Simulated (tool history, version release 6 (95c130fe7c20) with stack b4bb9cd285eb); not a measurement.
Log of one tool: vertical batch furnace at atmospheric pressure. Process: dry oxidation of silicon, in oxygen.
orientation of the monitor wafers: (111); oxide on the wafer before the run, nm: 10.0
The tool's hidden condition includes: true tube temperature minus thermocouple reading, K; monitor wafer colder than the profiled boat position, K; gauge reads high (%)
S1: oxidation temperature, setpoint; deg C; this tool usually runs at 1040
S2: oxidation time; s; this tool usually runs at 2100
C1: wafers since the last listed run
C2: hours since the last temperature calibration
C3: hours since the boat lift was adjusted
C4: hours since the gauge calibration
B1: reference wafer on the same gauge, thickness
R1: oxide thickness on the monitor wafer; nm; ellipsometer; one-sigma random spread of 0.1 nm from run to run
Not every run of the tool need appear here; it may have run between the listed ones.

run 1 hour=0 | S1=1040 S2=1830 | C1=0 C2=3662.6 C3=3050.9 C4=675.3 | B1=73.87 | R1=56.44
run 2 hour=24.4 | S1=1040 S2=1830 | C1=251 C2=3687 C3=3075.3 C4=699.7 | B1=73.9 | R1=56.41
run 3 hour=56.7 | S1=1040 S2=1830 | C1=333 C2=3719.3 C3=3107.6 C4=732 | B1=73.9 | R1=56.44
run 4 hour=110 | S1=1040 S2=2100 | C1=549 C2=3772.6 C3=3160.9 C4=785.3 | B1=73.91 | R1=61.29
run 5 hour=136.7 | S1=1040 S2=2100 | C1=275 C2=3799.3 C3=3187.6 C4=812 | B1=73.87 | R1=61.42
run 6 hour=182.5 | S1=1040 S2=2100 | C1=472 C2=3845.1 C3=3233.4 C4=857.8 | B1=73.94 | R1=61.28
run 7 hour=246 | S1=1029 S2=2100 | C1=655 C2=3908.6 C3=3296.9 C4=921.3 | B1=73.85 | R1=57.47
run 8 hour=296.9 | S1=1029 S2=2100 | C1=525 C2=3959.5 C3=3347.8 C4=972.2 | B1=73.95 | R1=57.42
run 9 hour=327.9 | S1=1029 S2=2100 | C1=319 C2=3990.5 C3=3378.8 C4=1003.2 | B1=73.92 | R1=57.37
run 10 hour=380.9 | S1=1040 S2=2100 | C1=546 C2=4043.5 C3=3431.8 C4=1056.2 | B1=73.94 | R1=61.31
-- hour=402.4 gauge calibrated
run 11 hour=452.5 | S1=1047 S2=2430 | C1=738 C2=4115.1 C3=3503.4 C4=50.1 | B1=73.93 | R1=69.85
run 12 hour=478.8 | S1=1040 S2=2100 | C1=271 C2=4141.4 C3=3529.7 C4=76.4 | B1=73.92 | R1=61.12
run 13 hour=515.5 | S1=1040 S2=2100 | C1=378 C2=4178.1 C3=3566.4 C4=113.1 | B1=73.88 | R1=61.27
run 14 hour=557.2 | S1=1064 S2=2100 | C1=430 C2=4219.8 C3=3608.1 C4=154.8 | B1=73.89 | R1=70.36
run 15 hour=597.4 | S1=1040 S2=1650 | C1=414 C2=4260 C3=3648.3 C4=195 | B1=73.89 | R1=52.85
run 16 hour=638.7 | S1=1040 S2=2100 | C1=426 C2=4301.3 C3=3689.6 C4=236.3 | B1=73.92 | R1=61.05
-- hour=700 thermocouples replaced and temperature profile calibrated
run 17 hour=792.8 | S1=1040 S2=2100 | C1=1342 C2=92.8 C3=3843.7 C4=390.4 | B1=73.94 | R1=61.28
-- hour=831.8 boat lift adjusted
run 18 hour=994.5 | S1=1040 S2=2430 | C1=1833 C2=294.5 C3=162.7 C4=592.1 | B1=73.89 | R1=68.43
run 19 hour=1042.4 | S1=1053 S2=2460 | C1=494 C2=342.4 C3=210.6 C4=640 | B1=73.87 | R1=73.96
run 20 hour=1102.6 | S1=1063 S2=2100 | C1=621 C2=402.6 C3=270.8 C4=700.2 | B1=73.91 | R1=71.32
run 21 hour=1169.7 | S1=1016 S2=1350 | C1=692 C2=469.7 C3=337.9 C4=767.3 | B1=73.9 | R1=41.2

3 ways to go on from here, each from the tool as it stands after run 21. What would each give?
run A hour=1174.5 | S1=1040 S2=2100 | C1=49 C2=474.5 C3=342.7 C4=772.1 | B1=? | R1=?
run B hour=1174.5 | S1=1024 S2=2100 | C1=49 C2=474.5 C3=342.7 C4=772.1 | B1=? | R1=?
run C hour=1174.5 | S1=1064 S2=1500 | C1=49 C2=474.5 C3=342.7 C4=772.1 | B1=? | R1=?

run=A B1=73.92 R1=62.43
run=B B1=73.92 R1=56.72
run=C B1=73.92 R1=58.52
Had the tool no hidden state, the same runs would have come out as:
run=A R1=62.83
run=B R1=57.12
run=C R1=58.91
